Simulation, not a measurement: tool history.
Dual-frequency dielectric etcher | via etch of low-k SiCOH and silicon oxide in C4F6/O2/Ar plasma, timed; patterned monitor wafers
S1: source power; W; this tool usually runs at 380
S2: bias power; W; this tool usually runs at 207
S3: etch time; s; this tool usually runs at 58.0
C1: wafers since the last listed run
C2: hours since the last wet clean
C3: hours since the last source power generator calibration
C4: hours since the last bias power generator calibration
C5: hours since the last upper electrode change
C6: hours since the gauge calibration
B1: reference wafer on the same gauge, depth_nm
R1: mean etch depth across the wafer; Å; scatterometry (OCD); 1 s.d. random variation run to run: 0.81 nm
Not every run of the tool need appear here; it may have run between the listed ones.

run     day   S1   S2    S3    C1     C2      C3      C4      C5      C6     B1    R1
  1   0.000  380  207  58.0     0  306.7  2984.8  1290.5  3868.8   374.9  159.2  1398
  2   8.033  380  207  58.0  2921  499.5  3177.6  1483.3  4061.6   567.7  159.1  1392
  3   9.654  380  207  58.0   589  538.4  3216.5  1522.2  4100.5   606.6  158.8  1390
     11.525  -- wet clean of the chamber
  4  13.142  380  233  58.0   904   38.8  3300.2  1605.9  4184.2   690.3  159.5  1432
  5  14.850  380  233  58.0   621   79.8  3341.2  1646.9  4225.2   731.3  159.1  1450
  6  19.296  380  207  48.0  1616  186.5  3447.9  1753.6  4331.9   838.0  159.2  1154
  7  21.212  380  207  48.0   697  232.5  3493.9  1799.6  4377.9   884.0  158.5  1144
  8  23.188  380  207  48.0   718  279.9  3541.3  1847.0  4425.3   931.4  158.9  1148
  9  26.150  380  235  58.0  1077  351.0  3612.4  1918.1  4496.4  1002.5  159.0  1448
 10  28.321  450  156  73.5   789  403.1  3664.5  1970.2  4548.5  1054.6  159.2  1677
 11  31.183  380  207  58.0  1041  471.8  3733.2  2038.9  4617.2  1123.3  158.9  1378
     32.162  -- bias power generator calibrated
     33.396  -- gauge calibrated
     35.725  -- source power generator calibrated
     35.883  -- wet clean of the chamber
 12  35.904  380  192  58.0  1537    0.5     4.3    89.8  4730.5    60.2  158.8  1349
 13  38.017  380  207  58.0   768   51.2    55.0   140.5  4781.2   110.9  159.2  1391
     40.954  -- upper electrode replaced
 14  40.975  380  170  72.5   712  122.2   126.0   211.5     0.5   181.9  159.1  1618
 15  43.229  320  207  71.0   819  176.3   180.1   265.6    54.6   236.0  158.7  1634
 16  47.317  380  233  58.0  1486  274.4   278.2   363.7   152.7   334.1  159.1  1446
 17  49.500  300  177  71.5   794  326.8   330.6   416.1   205.1   386.5  159.1  1541
 18  51.771  320  207  64.0   825  381.3   385.1   470.6   259.6   441.0  158.6  1477

Take each entry between the runs: how does the hidden state at the last listed run before it differ from the hidden state at the first listed run after it?
In the gap between runs 3 and 4: wet clean of the chamber (day 11.525)
  both runs share identical hidden conditions
In the gap between runs 11 and 12: bias power generator calibrated (day 32.162); gauge calibrated (day 33.396); source power generator calibrated (day 35.725); wet clean of the chamber (day 35.883)
  both runs share identical hidden conditions
In the gap between runs 13 and 14: upper electrode replaced (day 40.954)
  both runs share identical hidden conditions
